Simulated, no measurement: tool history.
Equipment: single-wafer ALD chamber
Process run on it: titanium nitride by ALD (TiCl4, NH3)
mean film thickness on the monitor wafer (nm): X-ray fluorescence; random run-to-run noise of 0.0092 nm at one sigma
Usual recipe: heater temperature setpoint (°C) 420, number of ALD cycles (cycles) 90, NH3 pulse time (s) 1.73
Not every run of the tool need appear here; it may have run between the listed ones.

| run | hour | heater temperature setpoint (°C) | number of ALD cycles (cycles) | NH3 pulse time (s) | read-back reference wafer on the same gauge, thickness_nm | mean film thickness on the monitor wafer (nm) |
|---|---|---|---|---|---|---|
| 1 | 0 | 420 | 100 | 1.73 | 1.761 | 2.201 |
| 2 | 57.3 | 420 | 100 | 1.73 | 1.76 | 2.197 |
| 3 | 88.2 | 420 | 90 | 1.73 | 1.762 | 1.972 |
| 4 | 144.6 | 420 | 90 | 1.73 | 1.76 | 1.968 |
| 5 | 207.9 | 420 | 90 | 1.73 | 1.76 | 1.978 |
| 6 | 264.5 | 420 | 90 | 1.73 | 1.756 | 1.973 |
| 7 | 317.3 | 420 | 90 | 1.73 | 1.759 | 1.961 |
| 8 | 387.1 | 420 | 90 | 1.73 | 1.761 | 1.951 |
| 9 | 421.9 | 420 | 90 | 2.15 | 1.76 | 1.975 |
| 10 | 452.1 | 420 | 90 | 2.15 | 1.759 | 1.997 |
| 11 | 485.7 | 420 | 90 | 2.15 | 1.759 | 1.986 |
| 12 | 555.9 | 420 | 80 | 1.73 | 1.76 | 1.731 |
| 13 | 642 | 420 | 80 | 1.73 | 1.761 | 1.757 |
| 14 | 709.3 | 420 | 80 | 1.73 | 1.76 | 1.742 |
| 15 | 760.4 | 420 | 90 | 1.73 | 1.761 | 1.958 |
| 16 | 786.6 | 420 | 90 | 1.73 | 1.763 | 1.966 |
| 17 | 814.2 | 420 | 90 | 1.73 | 1.76 | 1.963 |
| 18 | 872.5 | 420 | 90 | 1.73 | 1.759 | 1.962 |
| 19 | 902 | 420 | 90 | 1.73 | 1.76 | 1.981 |
| 20 | 1031 | 413 | 90 | 1.73 | 1.76 | 1.957 |
|  | 1069.5 | showerhead replaced |
| 21 | 1079.1 | 432 | 90 | 1.73 | 1.76 | 1.974 |
| 22 | 1108.2 | 420 | 90 | 1.29 | 1.761 | 1.941 |
| 23 | 1157.3 | 420 | 90 | 2.24 | 1.76 | 1.991 |
|  | 1275.2 | gauge calibrated |
| 24 | 1294.3 | 420 | 90 | 1.73 | 1.763 | 1.974 |
| 25 | 1351.8 | 420 | 107 | 1.13 | 1.757 | 2.295 |
|  | 1385.9 | thermocouple changed; heater temperature recalibrated |
| 26 | 1414.3 | 420 | 90 | 1.73 | 1.761 | 1.951 |
| 27 | 1478 | 426 | 90 | 1.91 | 1.761 | 1.978 |
| 28 | 1533 | 420 | 82 | 1.73 | 1.758 | 1.792 |
| 29 | 1560.8 | 433 | 90 | 1.73 | 1.761 | 1.974 |
| 30 | 1632.7 | 420 | 96 | 1.73 | 1.76 | 2.109 |
| 31 | 1696.8 | 426 | 101 | 1.42 | 1.759 | 2.201 |
| 32 | 1749.8 | 420 | 90 | 1.29 | 1.758 | 1.926 |
| 33 | 1787.6 | 420 | 78 | 1.09 | 1.758 | 1.674 |
| 34 | 1917.3 | 420 | 75 | 1.73 | 1.764 | 1.642 |
| 35 | 1979.1 | 431 | 75 | 1.05 | 1.762 | 1.601 |
| 36 | 2024.5 | 420 | 90 | 2.15 | 1.762 | 2.001 |
| 37 | 2093.1 | 420 | 90 | 1.73 | 1.757 | 1.959 |
| 38 | 2303 | 420 | 90 | 1.73 | 1.76 | 1.963 |

3 ways to go on from here, each from the tool as it stands after run 38. What would each give?
| A | 2303.6 | 406 | 90 | 1.73 | ? | ? |
| B | 2303.6 | 434 | 78 | 1.73 | ? | ? |
| C | 2303.6 | 420 | 79 | 1.73 | ? | ? |

| run | read-back reference wafer on the same gauge, thickness_nm | mean film thickness on the monitor wafer (nm) |
|---|---|---|
| A | 1.759 | 1.955 |
| B | 1.759 | 1.708 |
| C | 1.759 | 1.725 |
Stripped of hidden state, with their random variation kept, the same runs would have yielded:
| run | mean film thickness on the monitor wafer (nm) |
|---|---|
| A | 1.955 |
| B | 1.708 |
| C | 1.725 |

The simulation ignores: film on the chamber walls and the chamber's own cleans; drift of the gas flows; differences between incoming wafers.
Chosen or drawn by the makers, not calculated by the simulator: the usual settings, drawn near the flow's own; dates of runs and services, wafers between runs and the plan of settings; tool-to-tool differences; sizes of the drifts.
